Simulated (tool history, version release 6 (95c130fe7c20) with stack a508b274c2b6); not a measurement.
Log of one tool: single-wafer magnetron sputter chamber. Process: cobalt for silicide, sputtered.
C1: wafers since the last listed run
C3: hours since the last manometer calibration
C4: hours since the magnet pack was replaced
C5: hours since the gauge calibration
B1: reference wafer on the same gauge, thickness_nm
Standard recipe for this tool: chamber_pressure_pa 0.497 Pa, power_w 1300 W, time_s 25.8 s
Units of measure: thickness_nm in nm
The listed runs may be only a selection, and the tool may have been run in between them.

{"run": 1, "hour": 0.0, "chamber_pressure_pa": 0.497, "power_w": 1300, "time_s": 25.8, "C1": 0, "wafers on the sputter target": 1378, "C3": 257.3, "C4": 9399.4, "C5": 1131, "B1": 16.109, "thickness_nm": 15.954}
{"run": 2, "hour": 80.9, "chamber_pressure_pa": 0.497, "power_w": 1300, "time_s": 25.8, "C1": 1225, "wafers on the sputter target": 2604, "C3": 338.2, "C4": 9480.3, "C5": 1211.9, "B1": 16.087, "thickness_nm": 15.937}
{"run": 3, "hour": 158.1, "chamber_pressure_pa": 0.497, "power_w": 1300, "time_s": 25.8, "C1": 1169, "wafers on the sputter target": 3774, "C3": 415.4, "C4": 9557.5, "C5": 1289.1, "B1": 16.102, "thickness_nm": 15.851}
{"hour": 194.3, "done": "gauge calibrated"}
{"run": 4, "hour": 222.6, "chamber_pressure_pa": 0.497, "power_w": 1300, "time_s": 25.8, "C1": 977, "wafers on the sputter target": 4751, "C3": 479.9, "C4": 9622, "C5": 28.3, "B1": 16.088, "thickness_nm": 15.776}
{"run": 5, "hour": 311.2, "chamber_pressure_pa": 0.497, "power_w": 1300, "time_s": 25.8, "C1": 1342, "wafers on the sputter target": 6094, "C3": 568.5, "C4": 9710.6, "C5": 116.9, "B1": 16.1, "thickness_nm": 15.799}
{"run": 6, "hour": 407.0, "chamber_pressure_pa": 0.497, "power_w": 1300, "time_s": 25.8, "C1": 1451, "wafers on the sputter target": 7545, "C3": 664.3, "C4": 9806.4, "C5": 212.7, "B1": 16.117, "thickness_nm": 15.815}
{"hour": 419.6, "done": "sputter target and shields replaced"}
{"run": 7, "hour": 487.9, "chamber_pressure_pa": 0.497, "power_w": 1300, "time_s": 25.8, "C1": 1104, "wafers on the sputter target": 1035, "C3": 745.2, "C4": 9887.3, "C5": 293.6, "B1": 16.111, "thickness_nm": 15.984}
{"run": 8, "hour": 587.0, "chamber_pressure_pa": 0.497, "power_w": 1300, "time_s": 25.8, "C1": 1501, "wafers on the sputter target": 2537, "C3": 844.3, "C4": 9986.4, "C5": 392.7, "B1": 16.091, "thickness_nm": 15.953}
{"run": 9, "hour": 692.9, "chamber_pressure_pa": 0.554, "power_w": 1300, "time_s": 25.8, "C1": 1604, "wafers on the sputter target": 4142, "C3": 950.2, "C4": 10092.3, "C5": 498.6, "B1": 16.097, "thickness_nm": 15.656}
{"run": 10, "hour": 762.8, "chamber_pressure_pa": 0.554, "power_w": 1300, "time_s": 25.8, "C1": 1059, "wafers on the sputter target": 5201, "C3": 1020.1, "C4": 10162.2, "C5": 568.5, "B1": 16.114, "thickness_nm": 15.556}
{"run": 11, "hour": 818.0, "chamber_pressure_pa": 0.497, "power_w": 1300, "time_s": 22.3, "C1": 836, "wafers on the sputter target": 6038, "C3": 1075.3, "C4": 10217.4, "C5": 623.7, "B1": 16.1, "thickness_nm": 13.591}
{"hour": 854.3, "done": "sputter target and shields replaced"}
{"run": 12, "hour": 897.3, "chamber_pressure_pa": 0.497, "power_w": 1300, "time_s": 22.3, "C1": 1080, "wafers on the sputter target": 652, "C3": 1154.6, "C4": 10296.7, "C5": 703, "B1": 16.11, "thickness_nm": 13.892}
{"run": 13, "hour": 937.8, "chamber_pressure_pa": 0.381, "power_w": 1300, "time_s": 25.8, "C1": 613, "wafers on the sputter target": 1265, "C3": 1195.1, "C4": 10337.2, "C5": 743.5, "B1": 16.099, "thickness_nm": 16.407}
{"hour": 1000.7, "done": "magnet pack replaced"}
{"run": 14, "hour": 1010.6, "chamber_pressure_pa": 0.381, "power_w": 1300, "time_s": 25.8, "C1": 981, "wafers on the sputter target": 2247, "C3": 1267.9, "C4": 9.9, "C5": 816.3, "B1": 16.098, "thickness_nm": 16.307}
{"run": 15, "hour": 1049.1, "chamber_pressure_pa": 0.497, "power_w": 1300, "time_s": 21.8, "C1": 583, "wafers on the sputter target": 2831, "C3": 1306.4, "C4": 48.4, "C5": 854.8, "B1": 16.092, "thickness_nm": 13.356}
{"run": 16, "hour": 1123.3, "chamber_pressure_pa": 0.497, "power_w": 1300, "time_s": 21.8, "C1": 1124, "wafers on the sputter target": 3955, "C3": 1380.6, "C4": 122.6, "C5": 929, "B1": 16.098, "thickness_nm": 13.316}
{"run": 17, "hour": 1170.3, "chamber_pressure_pa": 0.497, "power_w": 1150, "time_s": 27.7, "C1": 712, "wafers on the sputter target": 4667, "C3": 1427.6, "C4": 169.6, "C5": 976, "B1": 16.101, "thickness_nm": 14.949}
{"run": 18, "hour": 1270.2, "chamber_pressure_pa": 0.497, "power_w": 1300, "time_s": 21.8, "C1": 1513, "wafers on the sputter target": 6181, "C3": 1527.5, "C4": 269.5, "C5": 1075.9, "B1": 16.116, "thickness_nm": 13.305}
{"hour": 1361.6, "done": "sputter target and shields replaced"}
{"run": 19, "hour": 1363.3, "chamber_pressure_pa": 0.381, "power_w": 1000, "time_s": 28.5, "C1": 1289, "wafers on the sputter target": 25, "C3": 1620.6, "C4": 362.6, "C5": 1169, "B1": 16.09, "thickness_nm": 13.99}
{"run": 20, "hour": 1404.6, "chamber_pressure_pa": 0.587, "power_w": 1300, "time_s": 25.8, "C1": 625, "wafers on the sputter target": 651, "C3": 1661.9, "C4": 403.9, "C5": 1210.3, "B1": 16.1, "thickness_nm": 15.64}
{"hour": 1486.1, "done": "capacitance manometer re-zeroed and calibrated"}
{"run": 21, "hour": 1543.5, "chamber_pressure_pa": 0.67, "power_w": 1400, "time_s": 30.9, "C1": 1983, "wafers on the sputter target": 2634, "C3": 57.4, "C4": 542.8, "C5": 1349.2, "B1": 16.114, "thickness_nm": 19.83}
{"run": 22, "hour": 1628.6, "chamber_pressure_pa": 0.497, "power_w": 1300, "time_s": 21.8, "C1": 1289, "wafers on the sputter target": 3924, "C3": 142.5, "C4": 627.9, "C5": 1434.3, "B1": 16.096, "thickness_nm": 13.485}
{"run": 23, "hour": 1669.8, "chamber_pressure_pa": 0.497, "power_w": 1000, "time_s": 25.8, "C1": 624, "wafers on the sputter target": 4548, "C3": 183.7, "C4": 669.1, "C5": 1475.5, "B1": 16.098, "thickness_nm": 12.193}
{"hour": 1671.8, "done": "gauge calibrated"}
{"run": 24, "hour": 1755.6, "chamber_pressure_pa": 0.651, "power_w": 1300, "time_s": 22.7, "C1": 1300, "wafers on the sputter target": 5848, "C3": 269.5, "C4": 754.9, "C5": 83.8, "B1": 16.094, "thickness_nm": 13.426}
{"hour": 1861.8, "done": "sputter target and shields replaced"}
{"run": 25, "hour": 1862.3, "chamber_pressure_pa": 0.384, "power_w": 1450, "time_s": 27.4, "C1": 1495, "wafers on the sputter target": 7, "C3": 376.2, "C4": 861.6, "C5": 190.5, "B1": 16.088, "thickness_nm": 19.818}
{"run": 26, "hour": 1936.9, "chamber_pressure_pa": 0.69, "power_w": 1300, "time_s": 25.8, "C1": 1130, "wafers on the sputter target": 1137, "C3": 450.8, "C4": 936.2, "C5": 265.1, "B1": 16.113, "thickness_nm": 15.377}
{"run": 27, "hour": 1998.0, "chamber_pressure_pa": 0.587, "power_w": 1300, "time_s": 25.8, "C1": 925, "wafers on the sputter target": 2063, "C3": 511.9, "C4": 997.3, "C5": 326.2, "B1": 16.095, "thickness_nm": 15.604}
{"run": 28, "hour": 2067.9, "chamber_pressure_pa": 0.629, "power_w": 1300, "time_s": 28.8, "C1": 1059, "wafers on the sputter target": 3122, "C3": 581.8, "C4": 1067.2, "C5": 396.1, "B1": 16.109, "thickness_nm": 17.16}
{"run": 29, "hour": 2107.8, "chamber_pressure_pa": 0.497, "power_w": 1300, "time_s": 25.8, "C1": 604, "wafers on the sputter target": 3727, "C3": 621.7, "C4": 1107.1, "C5": 436, "B1": 16.104, "thickness_nm": 15.851}
{"run": 30, "hour": 2154.4, "chamber_pressure_pa": 0.587, "power_w": 1300, "time_s": 25.8, "C1": 706, "wafers on the sputter target": 4433, "C3": 668.3, "C4": 1153.7, "C5": 482.6, "B1": 16.119, "thickness_nm": 15.389}
{"run": 31, "hour": 2190.7, "chamber_pressure_pa": 0.624, "power_w": 1300, "time_s": 25.8, "C1": 550, "wafers on the sputter target": 4983, "C3": 704.6, "C4": 1190, "C5": 518.9, "B1": 16.083, "thickness_nm": 15.368}
{"run": 32, "hour": 2284.0, "chamber_pressure_pa": 0.497, "power_w": 1400, "time_s": 25.8, "C1": 1413, "wafers on the sputter target": 6397, "C3": 797.9, "C4": 1283.3, "C5": 612.2, "B1": 16.093, "thickness_nm": 17.029}

Table of differences, measured result less the result of that run with no hidden state. Run-to-run variation is the same in both. Gauge scatter possibly is not:
What the log doesn't record here: deposition rate above that of a new target (%); true argon pressure above the setpoint (%); gauge reads high (%).
run=1 thickness_nm=-0.313
run=2 thickness_nm=-0.425
run=3 thickness_nm=-0.49
run=4 thickness_nm=-0.528
run=5 thickness_nm=-0.566
run=6 thickness_nm=-0.596
run=7 thickness_nm=-0.321
run=8 thickness_nm=-0.47
run=9 thickness_nm=-0.562
run=10 thickness_nm=-0.596
run=11 thickness_nm=-0.529
run=12 thickness_nm=-0.272
run=13 thickness_nm=-0.376
run=14 thickness_nm=-0.482
run=15 thickness_nm=-0.457
run=16 thickness_nm=-0.505
run=17 thickness_nm=-0.593
run=18 thickness_nm=-0.562
run=19 thickness_nm=-0.242
run=20 thickness_nm=-0.448
run=21 thickness_nm=-0.485
run=22 thickness_nm=-0.384
run=23 thickness_nm=-0.366
run=24 thickness_nm=-0.445
run=25 thickness_nm=-0.156
run=26 thickness_nm=-0.324
run=27 thickness_nm=-0.415
run=28 thickness_nm=-0.547
run=29 thickness_nm=-0.52
run=30 thickness_nm=-0.547
run=31 thickness_nm=-0.572
run=32 thickness_nm=-0.652

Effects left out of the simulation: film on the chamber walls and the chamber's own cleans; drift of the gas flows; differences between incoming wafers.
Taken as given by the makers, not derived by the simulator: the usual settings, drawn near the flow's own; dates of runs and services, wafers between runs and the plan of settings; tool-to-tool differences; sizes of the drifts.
